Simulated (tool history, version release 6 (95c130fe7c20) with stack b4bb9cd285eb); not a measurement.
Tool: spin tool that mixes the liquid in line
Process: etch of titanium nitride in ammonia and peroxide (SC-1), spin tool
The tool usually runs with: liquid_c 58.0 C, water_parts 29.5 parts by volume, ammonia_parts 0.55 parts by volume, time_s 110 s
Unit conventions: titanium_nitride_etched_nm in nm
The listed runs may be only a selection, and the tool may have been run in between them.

run	hour	liquid_c	water_parts	ammonia_parts	time_s	read-back film thickness of the titanium nitride reference wafer, read on the same gauge (nm)	titanium_nitride_etched_nm
1	0.0	58.0	29.5	0.55	110	150.00	10.44
2	17.1	58.0	29.5	0.55	110	150.00	10.52
3	30.9	58.0	29.5	0.25	110	149.99	9.03
4	57.3	66.5	42.5	0.45	60	149.97	7.65
5	86.7	68.0	34.0	0.55	110	149.98	18.33
6	102.9	66.0	29.5	0.55	110	150.01	17.35
7	137.0	58.0	29.5	0.55	110	149.98	10.43
8	151.0	58.0	29.5	0.55	55	149.99	5.13
# hour 167.6: new drum of ammonia solution connected
9	171.0	58.0	29.5	0.55	110	150.01	10.37
10	188.6	58.0	20.5	0.80	75	150.02	9.55
11	200.9	58.0	29.5	0.55	110	150.01	10.43
12	214.6	58.0	38.5	0.55	110	150.01	8.97
# hour 228.6: heated supply line repaired
13	238.3	58.0	37.0	0.55	110	150.05	9.26
14	272.7	58.0	21.5	0.55	110	150.03	12.65
15	303.0	48.5	29.5	0.55	110	149.99	5.49
16	331.2	58.0	29.5	0.55	145	149.99	13.68
17	346.6	58.0	29.5	0.55	110	150.00	10.48
18	382.5	58.0	29.5	0.55	110	149.97	10.45
19	405.0	51.5	24.0	0.40	65	149.98	4.18
20	429.4	66.5	29.5	0.55	110	149.99	18.11
21	443.1	58.0	21.0	0.40	55	149.99	6.01
# hour 469.8: new drum of ammonia solution connected
22	495.8	58.0	29.5	0.30	110	150.00	9.22
23	528.1	54.0	24.5	0.40	130	149.97	9.82

Predict each of these 5 candidate next runs independently; none follows another, all start after run 23:
A	528.5	58.0	39.0	0.55	110	?	?
B	528.5	48.5	40.0	0.55	110	?	?
C	528.5	58.0	17.5	0.55	110	?	?
D	528.5	58.0	29.5	0.55	135	?	?
E	528.5	58.0	35.5	0.40	110	?	?

run	read-back film thickness of the titanium nitride reference wafer, read on the same gauge (nm)	titanium_nitride_etched_nm
A	149.96	8.81
B	149.96	4.53
C	149.96	13.85
D	149.96	12.68
E	149.96	8.74
Stripped of hidden state, with their random variation kept, the same runs would have yielded:
run	titanium_nitride_etched_nm
A	8.81
B	4.53
C	13.85
D	12.68
E	8.74
